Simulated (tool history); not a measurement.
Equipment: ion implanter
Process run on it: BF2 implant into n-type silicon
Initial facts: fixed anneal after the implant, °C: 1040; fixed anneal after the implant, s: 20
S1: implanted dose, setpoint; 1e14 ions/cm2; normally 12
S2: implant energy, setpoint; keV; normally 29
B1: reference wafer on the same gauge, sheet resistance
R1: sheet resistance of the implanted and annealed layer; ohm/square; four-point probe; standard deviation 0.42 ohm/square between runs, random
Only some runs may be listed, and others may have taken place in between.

run     day     S1    S2      B1      R1
  1       0     12  24.5  120.97   134.3
  2   2.246     12    29  121.11  127.77
  3   5.192     12  34.5  120.91  122.19
  4   7.225     12  34.5  120.98  122.48
  5  10.196   10.6    29  120.93     138
  6  11.788   10.6    29  121.04  137.77
  7  13.096   10.6    29   121.1  137.06
     13.254  -- gauge calibrated
  8  14.821  10.14    29  121.11  142.93
  9  15.842     12    29  120.98   129.1

Expected results for the next run?
 10  17.896  9.23  22.5   ?   ?

B1: 121.07
R1: 160.77 ohm/square
If the tool had no hidden condition, the same run with the same run-to-run variation would have returned R1 155.64 ohm/square.

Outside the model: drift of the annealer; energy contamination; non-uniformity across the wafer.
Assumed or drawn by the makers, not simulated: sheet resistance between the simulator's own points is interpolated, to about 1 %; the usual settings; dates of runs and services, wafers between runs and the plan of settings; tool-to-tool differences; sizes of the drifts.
